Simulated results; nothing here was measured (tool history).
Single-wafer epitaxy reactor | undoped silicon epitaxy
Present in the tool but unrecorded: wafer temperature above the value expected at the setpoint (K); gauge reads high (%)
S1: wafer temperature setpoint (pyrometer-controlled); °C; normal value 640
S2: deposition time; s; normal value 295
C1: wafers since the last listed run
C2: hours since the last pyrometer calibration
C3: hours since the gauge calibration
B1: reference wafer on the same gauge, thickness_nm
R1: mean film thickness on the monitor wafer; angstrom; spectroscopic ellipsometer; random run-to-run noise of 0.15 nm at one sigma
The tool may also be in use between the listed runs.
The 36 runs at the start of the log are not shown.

run   hour   S1   S2   C1     C2     C3      B1      R1
 37  465.0  644  254   71   86.8  185.2  46.336  396.50
 38  473.4  640  295   64   95.2  193.6  46.296  425.76
 39  479.7  640  295   48  101.5  199.9  46.325  425.44
 40  487.3  640  239   58  109.1  207.5  46.348  345.60
 41  500.4  655  295  100  122.2  220.6  46.281  570.63
 42  512.4  650  258   91  134.2  232.6  46.289  451.45
 43  525.1  629  250   97  146.9  245.3  46.300  292.42
 44  541.6  632  295  126  163.4  261.8  46.283  366.69
 45  559.5  640  295  137  181.3  279.7  46.362  430.41
 46  572.8  640  295  101  194.6  293.0  46.355  425.74
 47  582.2  634  295   72  204.0  302.4  46.315  378.11
 48  591.8  629  295   73  213.6  312.0  46.294  345.08

Below are 3 alternative next runs, each starting from the tool's condition after run 48. Predict each:
  A  592.3  640  295   3  214.1  312.5   ?   ?
  B  592.3  632  249   3  214.1  312.5   ?   ?
  C  592.3  650  253   3  214.1  312.5   ?   ?

run      B1      R1
  A  46.254  427.28
  B  46.254  308.01
  C  46.254  444.84
Stripped of hidden state, with their random variation kept, the same runs would have yielded:
run      R1
  A  421.93
  B  304.09
  C  439.37

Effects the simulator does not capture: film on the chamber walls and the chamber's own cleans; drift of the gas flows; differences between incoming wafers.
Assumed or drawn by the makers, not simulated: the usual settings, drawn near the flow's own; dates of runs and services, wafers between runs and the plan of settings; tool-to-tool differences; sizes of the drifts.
